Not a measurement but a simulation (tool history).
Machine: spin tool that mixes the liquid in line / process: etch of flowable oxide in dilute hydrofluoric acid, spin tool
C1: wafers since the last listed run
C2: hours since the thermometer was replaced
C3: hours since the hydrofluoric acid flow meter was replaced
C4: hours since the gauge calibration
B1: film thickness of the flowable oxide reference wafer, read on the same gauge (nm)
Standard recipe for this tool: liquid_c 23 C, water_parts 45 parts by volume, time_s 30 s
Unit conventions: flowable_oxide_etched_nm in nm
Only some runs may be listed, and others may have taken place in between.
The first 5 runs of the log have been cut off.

{"run": 6, "hour": 361.1, "liquid_c": 25.5, "water_parts": 45, "time_s": 30, "C1": 799, "C2": 2235.4, "C3": 581.8, "C4": 1711.1, "B1": 100.05, "flowable_oxide_etched_nm": 22.9}
{"run": 7, "hour": 444.9, "liquid_c": 25.5, "water_parts": 45, "time_s": 30, "C1": 864, "C2": 2319.2, "C3": 665.6, "C4": 1794.9, "B1": 100.01, "flowable_oxide_etched_nm": 22.73}
{"hour": 610.7, "done": "hydrofluoric acid flow meter replaced"}
{"run": 8, "hour": 753.1, "liquid_c": 23, "water_parts": 45, "time_s": 30, "C1": 3168, "C2": 2627.4, "C3": 142.4, "C4": 2103.1, "B1": 100, "flowable_oxide_etched_nm": 20.75}
{"run": 9, "hour": 813.8, "liquid_c": 23, "water_parts": 45, "time_s": 30, "C1": 626, "C2": 2688.1, "C3": 203.1, "C4": 2163.8, "B1": 99.95, "flowable_oxide_etched_nm": 20.75}
{"hour": 859.4, "done": "thermometer replaced"}
{"run": 10, "hour": 876.1, "liquid_c": 28, "water_parts": 60, "time_s": 25, "C1": 632, "C2": 16.7, "C3": 265.4, "C4": 2226.1, "B1": 100, "flowable_oxide_etched_nm": 17.07}
{"run": 11, "hour": 930.1, "liquid_c": 25.5, "water_parts": 45, "time_s": 30, "C1": 556, "C2": 70.7, "C3": 319.4, "C4": 2280.1, "B1": 100.05, "flowable_oxide_etched_nm": 25.16}
{"run": 12, "hour": 966.7, "liquid_c": 23, "water_parts": 35, "time_s": 50, "C1": 377, "C2": 107.3, "C3": 356, "C4": 2316.7, "B1": 99.98, "flowable_oxide_etched_nm": 49.83}
{"run": 13, "hour": 1036.8, "liquid_c": 23, "water_parts": 45, "time_s": 20, "C1": 722, "C2": 177.4, "C3": 426.1, "C4": 2386.8, "B1": 99.99, "flowable_oxide_etched_nm": 14.98}
{"run": 14, "hour": 1083.7, "liquid_c": 26, "water_parts": 35, "time_s": 20, "C1": 483, "C2": 224.3, "C3": 473, "C4": 2433.7, "B1": 99.96, "flowable_oxide_etched_nm": 22.24}
{"run": 15, "hour": 1140.1, "liquid_c": 26.5, "water_parts": 35, "time_s": 15, "C1": 581, "C2": 280.7, "C3": 529.4, "C4": 2490.1, "B1": 99.99, "flowable_oxide_etched_nm": 16.53}
{"run": 16, "hour": 1252.3, "liquid_c": 24.5, "water_parts": 50, "time_s": 15, "C1": 1157, "C2": 392.9, "C3": 641.6, "C4": 2602.3, "B1": 100, "flowable_oxide_etched_nm": 10.43}
{"hour": 1254.0, "done": "gauge calibrated"}
{"run": 17, "hour": 1292.5, "liquid_c": 23, "water_parts": 45, "time_s": 30, "C1": 414, "C2": 433.1, "C3": 681.8, "C4": 38.5, "B1": 100.01, "flowable_oxide_etched_nm": 21.97}
{"run": 18, "hour": 1370.2, "liquid_c": 19, "water_parts": 45, "time_s": 30, "C1": 801, "C2": 510.8, "C3": 759.5, "C4": 116.2, "B1": 100.03, "flowable_oxide_etched_nm": 18.17}
{"run": 19, "hour": 1471.5, "liquid_c": 25, "water_parts": 45, "time_s": 50, "C1": 1044, "C2": 612.1, "C3": 860.8, "C4": 217.5, "B1": 99.94, "flowable_oxide_etched_nm": 39.27}
{"run": 20, "hour": 1516.3, "liquid_c": 26, "water_parts": 45, "time_s": 30, "C1": 462, "C2": 656.9, "C3": 905.6, "C4": 262.3, "B1": 100, "flowable_oxide_etched_nm": 24.36}
{"run": 21, "hour": 1554.5, "liquid_c": 20.5, "water_parts": 45, "time_s": 40, "C1": 393, "C2": 695.1, "C3": 943.8, "C4": 300.5, "B1": 99.99, "flowable_oxide_etched_nm": 25.46}
{"run": 22, "hour": 1648.3, "liquid_c": 20.5, "water_parts": 25, "time_s": 30, "C1": 967, "C2": 788.9, "C3": 1037.6, "C4": 394.3, "B1": 100.02, "flowable_oxide_etched_nm": 35.11}
{"run": 23, "hour": 1684.5, "liquid_c": 28, "water_parts": 60, "time_s": 25, "C1": 373, "C2": 825.1, "C3": 1073.8, "C4": 430.5, "B1": 99.96, "flowable_oxide_etched_nm": 15.98}
{"hour": 1698.6, "done": "hydrofluoric acid flow meter replaced"}
{"run": 24, "hour": 1784.3, "liquid_c": 19, "water_parts": 55, "time_s": 20, "C1": 1018, "C2": 924.9, "C3": 85.7, "C4": 530.3, "B1": 99.97, "flowable_oxide_etched_nm": 10.34}
{"run": 25, "hour": 1857.7, "liquid_c": 23, "water_parts": 45, "time_s": 50, "C1": 756, "C2": 998.3, "C3": 159.1, "C4": 603.7, "B1": 100.02, "flowable_oxide_etched_nm": 37.41}

For run 26, what comes out?
{"run": 26, "hour": 1968.7, "liquid_c": 18, "water_parts": 35, "time_s": 45, "C1": 1144, "C2": 1109.3, "C3": 270.1, "C4": 714.7, "B1": "?", "flowable_oxide_etched_nm": "?"}

{"run 26": {"B1": 99.99, "flowable_oxide_etched_nm": 34.58}}
Had the tool carried no hidden state, the very same run would have given flowable_oxide_etched_nm 37.14 nm.

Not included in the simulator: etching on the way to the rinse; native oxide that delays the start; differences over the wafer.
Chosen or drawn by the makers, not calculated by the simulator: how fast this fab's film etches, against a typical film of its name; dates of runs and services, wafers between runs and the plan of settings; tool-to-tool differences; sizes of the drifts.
